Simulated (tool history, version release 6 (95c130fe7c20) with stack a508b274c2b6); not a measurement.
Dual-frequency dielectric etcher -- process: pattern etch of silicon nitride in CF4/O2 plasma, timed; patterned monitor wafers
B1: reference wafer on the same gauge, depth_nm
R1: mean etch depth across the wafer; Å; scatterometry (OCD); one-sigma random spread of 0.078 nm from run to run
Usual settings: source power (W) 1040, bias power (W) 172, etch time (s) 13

Run 1, hour 0: usual settings but source power (W) 910, etch time (s) 15.5; B1 49.41. Result: R1 592.3 Å.
Run 2, hour 34.8: usual settings but source power (W) 910, etch time (s) 15.5; B1 49.42. Result: R1 593.9 Å.
Run 3, hour 104.7: usual settings but source power (W) 910, etch time (s) 15.5; B1 49.39. Result: R1 595.1 Å.
Run 4, hour 155.7: usual settings; B1 49.38. Result: R1 539.9 Å.
Run 5, hour 223.1: usual settings; B1 49.41. Result: R1 539.6 Å.
At hour 250.8: upper electrode replaced.
At hour 265.2: wet clean of the chamber.
At hour 281.1: bias power generator calibrated.
Run 6, hour 291: usual settings; B1 49.42. Result: R1 518.5 Å.
Run 7, hour 333.6: usual settings; B1 49.4. Result: R1 519.1 Å.
Run 8, hour 382.2: usual settings but source power (W) 1200, bias power (W) 134; B1 49.39. Result: R1 487.9 Å.
Run 9, hour 437.7: usual settings; B1 49.43. Result: R1 521.4 Å.
At hour 451.9: source power generator calibrated.
Run 10, hour 467.1: usual settings; B1 49.4. Result: R1 522.6 Å.
At hour 505: gauge calibrated.
Run 11, hour 528.3: usual settings but source power (W) 1190, bias power (W) 132, etch time (s) 11; B1 49.38. Result: R1 411.1 Å.
Run 12, hour 582.7: usual settings but source power (W) 920, etch time (s) 14.5; B1 49.37. Result: R1 550.9 Å.
At hour 639.1: wet clean of the chamber.
Run 13, hour 642.6: usual settings but etch time (s) 17; B1 49.4. Result: R1 677.9 Å.
Run 14, hour 688.2: usual settings but source power (W) 960, bias power (W) 158, etch time (s) 15; B1 49.39. Result: R1 545.4 Å.

Predict each of these 3 candidate next runs independently; none follows another, all start after run 14:
Run A, hour 688.6: usual settings; B1 ?. Result: R1 ?.
Run B, hour 688.6: usual settings but source power (W) 1130, etch time (s) 10.5; B1 ?. Result: R1 ?.
Run C, hour 688.6: usual settings but source power (W) 1120, etch time (s) 16.5; B1 ?. Result: R1 ?.

run     B1     R1
  A  49.39  519.9
  B  49.39  439.8
  C  49.39  687.6
With the hidden condition removed and each run's random variation left untouched, the same runs would have given:
run     R1
  A    517
  B  437.3
  C  683.8

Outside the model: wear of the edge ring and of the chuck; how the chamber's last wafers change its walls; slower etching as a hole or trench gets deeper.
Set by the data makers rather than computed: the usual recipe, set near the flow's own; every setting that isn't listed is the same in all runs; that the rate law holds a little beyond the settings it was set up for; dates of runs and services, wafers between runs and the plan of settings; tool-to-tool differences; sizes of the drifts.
